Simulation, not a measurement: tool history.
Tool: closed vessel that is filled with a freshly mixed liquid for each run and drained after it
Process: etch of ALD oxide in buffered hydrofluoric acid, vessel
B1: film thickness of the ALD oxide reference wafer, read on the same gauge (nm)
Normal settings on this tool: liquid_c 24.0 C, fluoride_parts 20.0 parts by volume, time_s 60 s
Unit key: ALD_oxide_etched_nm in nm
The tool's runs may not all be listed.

Run 1, hour 0.0: usual settings; B1 150.00. Result: ALD_oxide_etched_nm 75.97 nm.
Run 2, hour 21.0: usual settings but liquid_c 22.5 C; B1 150.00. Result: ALD_oxide_etched_nm 70.37 nm.
Run 3, hour 35.7: usual settings but liquid_c 22.5 C; B1 150.00. Result: ALD_oxide_etched_nm 69.54 nm.
Run 4, hour 82.6: usual settings but fluoride_parts 26.0 parts by volume; B1 149.99. Result: ALD_oxide_etched_nm 64.21 nm.
Run 5, hour 102.8: usual settings but fluoride_parts 26.0 parts by volume; B1 150.01. Result: ALD_oxide_etched_nm 63.89 nm.
Run 6, hour 119.9: usual settings but liquid_c 26.5 C; B1 149.99. Result: ALD_oxide_etched_nm 86.74 nm.
Run 7, hour 152.1: usual settings but liquid_c 26.5 C; B1 149.99. Result: ALD_oxide_etched_nm 88.25 nm.
At hour 167.7: thermometer replaced.
Run 8, hour 176.9: usual settings; B1 149.98. Result: ALD_oxide_etched_nm 68.34 nm.
Run 9, hour 197.8: usual settings but fluoride_parts 15.5 parts by volume, time_s 95 s; B1 150.00. Result: ALD_oxide_etched_nm 137.10 nm.
At hour 220.1: gauge calibrated.
Run 10, hour 222.8: usual settings but liquid_c 21.5 C, fluoride_parts 15.5 parts by volume, time_s 85 s; B1 150.00. Result: ALD_oxide_etched_nm 109.06 nm.
At hour 230.2: hydrofluoric acid flow meter replaced.
Run 11, hour 238.5: usual settings but liquid_c 20.0 C, fluoride_parts 24.0 parts by volume, time_s 50 s; B1 150.00. Result: ALD_oxide_etched_nm 40.56 nm.
Run 12, hour 258.9: usual settings but liquid_c 27.5 C, fluoride_parts 23.0 parts by volume; B1 150.01. Result: ALD_oxide_etched_nm 74.85 nm.
Run 13, hour 282.8: usual settings but liquid_c 22.0 C, fluoride_parts 26.5 parts by volume, time_s 75 s; B1 149.99. Result: ALD_oxide_etched_nm 62.83 nm.
Run 14, hour 299.7: usual settings but fluoride_parts 16.5 parts by volume, time_s 75 s; B1 150.02. Result: ALD_oxide_etched_nm 103.73 nm.
Run 15, hour 317.1: usual settings; B1 149.99. Result: ALD_oxide_etched_nm 68.59 nm.

Branching from run 15: 3 alternative next runs. What would each branch give?
Run A, hour 317.8: usual settings but liquid_c 21.0 C; B1 ?. Result: ALD_oxide_etched_nm ?.
Run B, hour 317.8: usual settings but liquid_c 19.0 C, fluoride_parts 25.0 parts by volume, time_s 40 s; B1 ?. Result: ALD_oxide_etched_nm ?.
Run C, hour 317.8: usual settings but fluoride_parts 26.5 parts by volume; B1 ?. Result: ALD_oxide_etched_nm ?.

run      B1  ALD_oxide_etched_nm
  A  149.99                57.86
  B  149.99                29.56
  C  149.99                56.25
The same runs, with their run-to-run variation unchanged, on a tool lacking any hidden condition would have given:
run  ALD_oxide_etched_nm
  A                56.61
  B                28.91
  C                55.06
